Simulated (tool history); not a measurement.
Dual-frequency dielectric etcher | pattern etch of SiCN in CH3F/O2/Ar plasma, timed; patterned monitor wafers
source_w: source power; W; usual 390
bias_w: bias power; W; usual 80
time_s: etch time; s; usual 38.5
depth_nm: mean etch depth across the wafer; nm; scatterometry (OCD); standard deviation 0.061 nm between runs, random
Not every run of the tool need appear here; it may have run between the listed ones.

run,hour,source_w,bias_w,time_s,wafers since the last listed run,hours since the last wet clean,hours since the last source power generator calibration,hours since the last bias power generator calibration,hours since the last upper electrode change,hours since the gauge calibration,"read-back reference wafer on the same gauge, depth_nm",depth_nm
1,0,390,92,38.5,0,256.3,2696.5,2853.9,4232.5,54.4,16.78,15.58
2,15.6,390,92,38.5,145,271.9,2712.1,2869.5,4248.1,70,16.8,15.41
3,32.6,390,80,38.5,158,288.9,2729.1,2886.5,4265.1,87,16.82,14.36
4,49.5,390,80,38.5,157,305.8,2746,2903.4,4282,103.9,16.83,14.37
# hour 82.9: upper electrode replaced
5,83.4,390,80,44,92,339.7,2779.9,2937.3,0.5,137.8,16.79,16.32
6,83.8,390,80,44,3,340.1,2780.3,2937.7,0.9,138.2,16.8,16.3
7,85,390,80,38.5,11,341.3,2781.5,2938.9,2.1,139.4,16.81,14.15
8,93.2,390,80,38.5,76,349.5,2789.7,2947.1,10.3,147.6,16.78,14.24
9,100.3,390,80,38.5,66,356.6,2796.8,2954.2,17.4,154.7,16.81,14.24
10,111.9,320,85,47.5,107,368.2,2808.4,2965.8,29,166.3,16.81,16.87
# hour 113: gauge calibrated
11,125.1,390,80,38.5,122,381.4,2821.6,2979,42.2,12.1,16.81,14.14
12,142.1,420,88,28.5,158,398.4,2838.6,2996,59.2,29.1,16.8,11.22
# hour 146.1: bias power generator calibrated
# hour 173.1: source power generator calibrated
# hour 176.4: wet clean of the chamber
13,176.9,440,61,31,218,0.5,3.8,30.8,94,63.9,16.8,10.8
14,177.3,460,90,32.5,3,0.9,4.2,31.2,94.4,64.3,16.81,14.17
15,180.6,390,80,38.5,30,4.2,7.5,34.5,97.7,67.6,16.79,14.85

For run 16, what comes out?
16,188.9,390,67,30.5,77,12.5,15.8,42.8,106,75.9,?,?

read-back reference wafer on the same gauge, depth_nm: 16.81
depth_nm: 10.62 nm
With no hidden state in the tool, this same run would have given depth_nm 10.65 nm.
